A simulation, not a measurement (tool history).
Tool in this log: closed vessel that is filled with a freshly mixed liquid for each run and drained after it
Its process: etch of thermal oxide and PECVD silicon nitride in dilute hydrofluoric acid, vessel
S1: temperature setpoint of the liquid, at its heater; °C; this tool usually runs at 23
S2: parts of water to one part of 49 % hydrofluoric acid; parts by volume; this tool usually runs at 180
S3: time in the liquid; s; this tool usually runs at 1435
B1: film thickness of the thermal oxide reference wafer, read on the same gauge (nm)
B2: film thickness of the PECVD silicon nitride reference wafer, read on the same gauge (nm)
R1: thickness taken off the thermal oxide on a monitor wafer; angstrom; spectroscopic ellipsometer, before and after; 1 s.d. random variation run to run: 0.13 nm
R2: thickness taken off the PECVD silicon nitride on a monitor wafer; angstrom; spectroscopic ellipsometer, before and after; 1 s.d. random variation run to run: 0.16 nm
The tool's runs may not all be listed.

{"run": 1, "hour": 0.0, "S1": 23, "S2": 180, "S3": 1040, "B1": 109.99, "B2": 50.01, "R1": 208.3, "R2": 196.8}
{"run": 2, "hour": 105.3, "S1": 23, "S2": 180, "S3": 1435, "B1": 110.02, "B2": 50, "R1": 287.3, "R2": 269.8}
{"run": 3, "hour": 186.4, "S1": 23, "S2": 180, "S3": 1435, "B1": 110.01, "B2": 50, "R1": 288.2, "R2": 268.7}
{"run": 4, "hour": 275.0, "S1": 23, "S2": 180, "S3": 1435, "B1": 110, "B2": 49.99, "R1": 289.5, "R2": 268.9}
{"run": 5, "hour": 341.4, "S1": 23, "S2": 180, "S3": 850, "B1": 109.98, "B2": 50, "R1": 170.7, "R2": 158.9}
{"run": 6, "hour": 417.1, "S1": 23, "S2": 180, "S3": 850, "B1": 110.01, "B2": 50.01, "R1": 169.6, "R2": 159.1}
{"hour": 427.7, "done": "hydrofluoric acid flow meter replaced"}
{"hour": 475.0, "done": "gauge calibrated"}
{"hour": 547.5, "done": "thermometer replaced"}
{"run": 7, "hour": 590.4, "S1": 23, "S2": 210, "S3": 1435, "B1": 109.98, "B2": 49.99, "R1": 256.2, "R2": 240.7}
{"run": 8, "hour": 639.8, "S1": 23, "S2": 180, "S3": 1435, "B1": 110, "B2": 50.01, "R1": 303.7, "R2": 283.6}
{"run": 9, "hour": 686.8, "S1": 23, "S2": 180, "S3": 1435, "B1": 110.01, "B2": 50.01, "R1": 305, "R2": 285.2}
{"run": 10, "hour": 768.6, "S1": 23, "S2": 100, "S3": 1435, "B1": 110.01, "B2": 49.99, "R1": 605.6, "R2": 502.1}
{"run": 11, "hour": 862.9, "S1": 21, "S2": 180, "S3": 2060, "B1": 110, "B2": 50.02, "R1": 405.7, "R2": 353.8}
{"run": 12, "hour": 916.9, "S1": 23, "S2": 180, "S3": 1435, "B1": 110.02, "B2": 50.01, "R1": 304.3, "R2": 282.3}
{"run": 13, "hour": 976.3, "S1": 21, "S2": 210, "S3": 1175, "B1": 110, "B2": 50, "R1": 191.3, "R2": 173.9}
{"run": 14, "hour": 1047.0, "S1": 23, "S2": 180, "S3": 1200, "B1": 110.02, "B2": 50, "R1": 253.6, "R2": 233.9}
{"run": 15, "hour": 1118.5, "S1": 23, "S2": 110, "S3": 1685, "B1": 110.02, "B2": 50.02, "R1": 632.9, "R2": 538.7}
{"run": 16, "hour": 1201.4, "S1": 23, "S2": 180, "S3": 1435, "B1": 109.99, "B2": 50, "R1": 303.6, "R2": 280.1}
{"run": 17, "hour": 1237.6, "S1": 25, "S2": 215, "S3": 1675, "B1": 109.98, "B2": 50, "R1": 304.7, "R2": 309.1}
{"run": 18, "hour": 1279.2, "S1": 18.5, "S2": 180, "S3": 1435, "B1": 110.01, "B2": 50.02, "R1": 252.9, "R2": 207}
{"run": 19, "hour": 1333.1, "S1": 23, "S2": 100, "S3": 1435, "B1": 110, "B2": 50, "R1": 594, "R2": 496.6}

5 ways to go on from here, each from the tool as it stands after run 19. What would each give?
{"run": "A", "hour": 1334.1, "S1": 23, "S2": 180, "S3": 1435, "B1": "?", "B2": "?", "R1": "?", "R2": "?"}
{"run": "B", "hour": 1334.1, "S1": 18, "S2": 180, "S3": 2065, "B1": "?", "B2": "?", "R1": "?", "R2": "?"}
{"run": "C", "hour": 1334.1, "S1": 23, "S2": 130, "S3": 1435, "B1": "?", "B2": "?", "R1": "?", "R2": "?"}
{"run": "D", "hour": 1334.1, "S1": 18.5, "S2": 155, "S3": 1435, "B1": "?", "B2": "?", "R1": "?", "R2": "?"}
{"run": "E", "hour": 1334.1, "S1": 27, "S2": 180, "S3": 1435, "B1": "?", "B2": "?", "R1": "?", "R2": "?"}

run=A B1=109.98 B2=49.99 R1=301.5 R2=278.4
run=B B1=109.98 B2=49.99 R1=357.3 R2=288.4
run=C B1=109.98 B2=49.99 R1=441.6 R2=383.7
run=D B1=109.98 B2=49.99 R1=301.6 R2=239.5
run=E B1=109.98 B2=49.99 R1=349.5 R2=358.3
With no hidden state in the tool, these same runs would have given:
run=A R1=308.5 R2=283.7
run=B R1=365.5 R2=293.8
run=C R1=451.5 R2=391
run=D R1=308.4 R2=244
run=E R1=357.8 R2=365.3
